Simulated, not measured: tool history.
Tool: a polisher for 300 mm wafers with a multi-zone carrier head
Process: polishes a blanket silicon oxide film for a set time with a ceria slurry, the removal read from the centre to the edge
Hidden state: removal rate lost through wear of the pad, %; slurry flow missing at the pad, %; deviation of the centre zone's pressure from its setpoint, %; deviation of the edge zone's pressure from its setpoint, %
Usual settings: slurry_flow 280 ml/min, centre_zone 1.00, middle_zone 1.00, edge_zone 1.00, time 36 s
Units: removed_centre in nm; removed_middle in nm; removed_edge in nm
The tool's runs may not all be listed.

| run | hour | slurry_flow | centre_zone | middle_zone | edge_zone | time | wafers since the last listed run | wafers polished on this pad | hours since the slurry nozzle was cleaned | hours since the centre zone pressure was calibrated | hours since the edge zone pressure was calibrated | hours since the carrier head's membrane was replaced | incoming thickness of the incoming film, nm | removed_centre | removed_middle | removed_edge |
|---|---|---|---|---|---|---|---|---|---|---|---|---|---|---|---|---|
| 1 | 0.0 | 205 | 1.00 | 1.00 | 0.93 | 36 | 0 | 10227 | 140.5 | 33.4 | 757.0 | 446.6 | 815.6 | 119.3 | 115.7 | 119.7 |
|  | 54.1 | edge zone pressure recalibrated |
| 2 | 69.3 | 205 | 1.05 | 1.00 | 1.00 | 32 | 1076 | 11304 | 209.8 | 102.7 | 15.2 | 515.9 | 817.6 | 109.7 | 104.5 | 109.2 |
|  | 97.8 | worn pad replaced by a new one |
|  | 144.3 | carrier head's membrane replaced by a new one |
| 3 | 164.7 | 350 | 1.10 | 1.05 | 1.00 | 48 | 1381 | 990 | 305.2 | 198.1 | 110.6 | 20.4 | 796.0 | 184.2 | 178.1 | 169.3 |
| 4 | 214.8 | 280 | 1.00 | 1.00 | 1.10 | 36 | 801 | 1791 | 355.3 | 248.2 | 160.7 | 70.5 | 806.2 | 118.0 | 122.2 | 130.4 |
| 5 | 279.4 | 280 | 1.09 | 1.00 | 1.00 | 36 | 1033 | 2824 | 419.9 | 312.8 | 225.3 | 135.1 | 820.1 | 127.7 | 122.5 | 126.5 |
| 6 | 363.0 | 280 | 1.00 | 1.00 | 1.00 | 36 | 1336 | 4161 | 503.5 | 396.4 | 308.9 | 218.7 | 804.8 | 118.2 | 124.7 | 126.6 |
| 7 | 428.4 | 280 | 1.09 | 1.00 | 1.00 | 36 | 1045 | 5207 | 568.9 | 461.8 | 374.3 | 284.1 | 803.7 | 124.8 | 124.4 | 127.7 |
|  | 493.1 | slurry nozzle cleaned |
| 8 | 536.0 | 280 | 0.88 | 1.04 | 0.93 | 32 | 1704 | 6912 | 42.9 | 569.4 | 481.9 | 391.7 | 794.8 | 89.2 | 116.3 | 107.9 |
|  | 579.7 | centre zone pressure recalibrated |
| 9 | 617.0 | 245 | 1.00 | 1.00 | 1.00 | 36 | 1263 | 8175 | 123.9 | 37.3 | 562.9 | 472.7 | 807.2 | 119.3 | 121.8 | 125.6 |
| 10 | 675.2 | 280 | 1.05 | 1.08 | 1.00 | 43 | 930 | 9106 | 182.1 | 95.5 | 621.1 | 530.9 | 828.4 | 149.6 | 160.6 | 149.9 |
| 11 | 721.4 | 215 | 1.00 | 0.92 | 1.11 | 36 | 738 | 9845 | 228.3 | 141.7 | 667.3 | 577.1 | 806.3 | 116.6 | 110.9 | 128.8 |
|  | 775.4 | carrier head's membrane replaced by a new one |
| 12 | 784.4 | 355 | 1.00 | 1.00 | 1.00 | 49 | 927 | 10772 | 291.3 | 204.7 | 730.3 | 9.0 | 801.6 | 163.7 | 172.9 | 171.1 |
|  | 820.3 | worn pad replaced by a new one |
| 13 | 870.3 | 315 | 1.06 | 1.00 | 0.94 | 36 | 1309 | 798 | 377.2 | 290.6 | 816.2 | 94.9 | 819.8 | 124.5 | 123.0 | 126.6 |
|  | 899.1 | edge zone pressure recalibrated |
| 14 | 967.9 | 280 | 1.00 | 1.07 | 1.00 | 36 | 1528 | 2327 | 474.8 | 388.2 | 68.8 | 192.5 | 800.6 | 116.4 | 129.2 | 125.6 |
| 15 | 1025.3 | 280 | 1.00 | 0.93 | 1.00 | 36 | 917 | 3245 | 532.2 | 445.6 | 126.2 | 249.9 | 816.0 | 112.1 | 119.0 | 126.6 |
| 16 | 1081.5 | 280 | 1.00 | 1.00 | 1.00 | 36 | 898 | 4144 | 588.4 | 501.8 | 182.4 | 306.1 | 820.4 | 112.9 | 124.1 | 126.1 |
|  | 1140.9 | centre zone pressure recalibrated |
| 17 | 1171.9 | 355 | 1.00 | 1.00 | 1.00 | 49 | 1413 | 5558 | 678.8 | 31.0 | 272.8 | 396.5 | 799.8 | 170.0 | 174.6 | 173.4 |
|  | 1219.5 | slurry nozzle cleaned |
| 18 | 1224.6 | 185 | 0.95 | 1.00 | 1.08 | 40 | 826 | 6384 | 5.1 | 83.7 | 325.5 | 449.2 | 810.7 | 119.6 | 131.7 | 143.0 |
| 19 | 1294.6 | 180 | 1.09 | 1.00 | 1.00 | 36 | 1119 | 7504 | 75.1 | 153.7 | 395.5 | 519.2 | 819.9 | 121.7 | 115.1 | 121.8 |
| 20 | 1398.2 | 280 | 1.08 | 1.03 | 1.00 | 36 | 1656 | 9160 | 178.7 | 257.3 | 499.1 | 622.8 | 808.5 | 130.7 | 128.3 | 127.7 |
| 21 | 1466.2 | 280 | 1.00 | 1.00 | 1.00 | 36 | 1087 | 10248 | 246.7 | 325.3 | 567.1 | 690.8 | 818.4 | 116.4 | 124.7 | 127.1 |

The tool's hidden state at each run:
removal rate lost through wear of the pad, %: 0 in every run
slurry flow missing at the pad, %: 0 in every run
deviation of the edge zone's pressure from its setpoint, %: 0 in every run
H1: deviation of the centre zone's pressure from its setpoint, %
| run | H1 |
|---|---|
| 1 | 0.349 |
| 2 | -0.742 |
| 3 | -2.25 |
| 4 | -3.04 |
| 5 | -4.05 |
| 6 | -5.37 |
| 7 | -6.4 |
| 8 | -8.1 |
| 9 | -0.859 |
| 10 | -1.78 |
| 11 | -2.5 |
| 12 | -3.5 |
| 13 | -4.85 |
| 14 | -6.39 |
| 15 | -7.29 |
| 16 | -8.18 |
| 17 | -0.393 |
| 18 | -1.22 |
| 19 | -2.33 |
| 20 | -3.96 |
| 21 | -5.03 |
